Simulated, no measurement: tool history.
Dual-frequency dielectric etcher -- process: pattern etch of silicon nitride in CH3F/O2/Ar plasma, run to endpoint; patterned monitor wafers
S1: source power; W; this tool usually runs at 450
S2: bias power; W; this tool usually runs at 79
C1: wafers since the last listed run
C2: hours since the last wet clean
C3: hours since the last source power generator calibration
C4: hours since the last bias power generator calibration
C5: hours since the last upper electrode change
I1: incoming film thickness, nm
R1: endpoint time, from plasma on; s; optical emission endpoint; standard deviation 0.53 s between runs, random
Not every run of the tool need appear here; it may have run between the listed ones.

run,day,S1,S2,C1,C2,C3,C4,C5,I1,R1
1,0,450,79,0,306.2,1781.8,4359.3,4003.1,42.64,56.5
2,1.262,450,79,315,336.5,1812.1,4389.6,4033.4,42.89,56.9
3,1.842,450,79,144,350.4,1826,4403.5,4047.3,43.15,58.1
4,2.871,450,79,257,375.1,1850.7,4428.2,4072,42.85,56.2
# day 4.542: wet clean of the chamber
5,4.562,430,79,173,0.5,1891.3,4468.8,4112.6,42.93,61.8
6,4.579,450,63,4,0.9,1891.7,4469.2,4113,42.69,68.2
7,5.608,450,63,257,25.6,1916.4,4493.9,4137.7,43,67.7
8,7.088,450,79,370,61.1,1951.9,4529.4,4173.2,43.02,59.5
9,8.425,450,79,334,93.2,1984,4561.5,4205.3,43.2,60.2
10,9.375,450,79,237,116,2006.8,4584.3,4228.1,43.24,60
11,10.746,450,66,343,148.9,2039.7,4617.2,4261,43.02,65.2
12,11.312,390,86,141,162.5,2053.3,4630.8,4274.6,43.15,62.3
13,12.65,450,79,334,194.6,2085.4,4662.9,4306.7,42.66,58.3
# day 13.912: bias power generator calibrated
14,14.496,450,79,420,238.9,2129.7,14,4351,42.97,58.5
15,15.038,450,60,135,251.9,2142.7,27,4364,42.8,66.2
16,16.438,450,91,350,285.5,2176.3,60.6,4397.6,43.25,54.4
17,16.962,450,85,131,298.1,2188.9,73.2,4410.2,43.15,55.1
18,17.712,390,61,187,316.1,2206.9,91.2,4428.2,43.07,72.6
19,18.854,450,79,285,343.5,2234.3,118.6,4455.6,42.73,57.7
# day 19.888: source power generator calibrated
# day 19.938: upper electrode replaced
# day 20.65: wet clean of the chamber
20,21.7,350,61,480,25.2,43.5,186.9,42.3,42.93,81.7
21,25.808,380,72,1028,123.8,142.1,285.5,140.9,42.88,70
22,26.496,490,79,172,140.3,158.6,302,157.4,42.88,56.8

4 options for the next run, each taken on its own from the tool as it stands now. Forecast them:
A,26.512,520,79,4,140.7,159,302.4,157.8,42.64,?
B,26.512,540,79,4,140.7,159,302.4,157.8,42.64,?
C,26.512,390,79,4,140.7,159,302.4,157.8,42.64,?
D,26.512,360,97,4,140.7,159,302.4,157.8,42.64,?

run,R1
A,54.3
B,53.1
C,64.7
D,61.4
The same runs, with their run-to-run variation unchanged, on a tool lacking any hidden condition would have given:
run,R1
A,55.2
B,54.1
C,65.8
D,62.5
